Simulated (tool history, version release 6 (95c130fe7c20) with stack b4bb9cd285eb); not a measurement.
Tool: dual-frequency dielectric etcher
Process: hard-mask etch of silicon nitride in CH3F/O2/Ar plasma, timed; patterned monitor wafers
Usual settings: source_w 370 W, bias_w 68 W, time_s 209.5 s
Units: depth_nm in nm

run,hour,source_w,bias_w,time_s,"read-back reference wafer on the same gauge, depth_nm",depth_nm
1,0,370,68,165,153,111
2,61.1,370,68,165,153,110.9
3,124.9,370,68,165,153,110.4
4,166.7,300,81,209.5,153,141.5
# hour 204.5: wet clean of the chamber
5,221.7,300,81,209.5,153,141.5
6,284.6,300,81,209.5,153,141.7
7,308.7,370,68,209.5,153,140.7
8,373.7,370,68,209.5,153,140.4
9,409.1,370,68,209.5,153,140.7
10,471.6,370,68,209.5,153,141.2
11,497.7,370,68,209.5,152.9,140.5
# hour 572.6: wet clean of the chamber
12,573.1,370,68,209.5,153,140.7
13,609.6,280,68,174.5,153,109.3
# hour 651.6: upper electrode replaced
14,673.5,300,85,209.5,152.9,144.1
15,717.7,290,68,209.5,153,132.8
16,779.5,420,68,185,153,128.5
17,830.6,370,68,209.5,153,140.8
18,860.7,440,54,184.5,153,120.8
# hour 928.1: bias power generator calibrated
# hour 1013.8: wet clean of the chamber
19,1014.3,370,68,209.5,153,143
# hour 1021.1: gauge calibrated
# hour 1031.2: source power generator calibrated
20,1068,340,74,182,153,123.7
21,1160.4,410,54,158.5,153,102.2
22,1206.7,300,52,209.5,153,123.6
23,1244.4,430,68,209.5,153,147.1
24,1269.4,370,68,209.5,153,141.4
25,1323.8,440,62,267.5,152.9,183.6

Forecast each of these 5 alternatives for the next run:
A,1324.3,370,68,209.5,?,?
B,1324.3,430,68,232.5,?,?
C,1324.3,370,54,230,?,?
D,1324.3,280,82,163,?,?
E,1324.3,420,84,237.5,?,?

run,"read-back reference wafer on the same gauge, depth_nm",depth_nm
A,153,141.5
B,153,163.4
C,153,144.6
D,153,109.6
E,153,177.8
Without the tool's hidden state the same runs would have given:
run,depth_nm
A,141.5
B,163.3
C,144.6
D,109.6
E,177.8
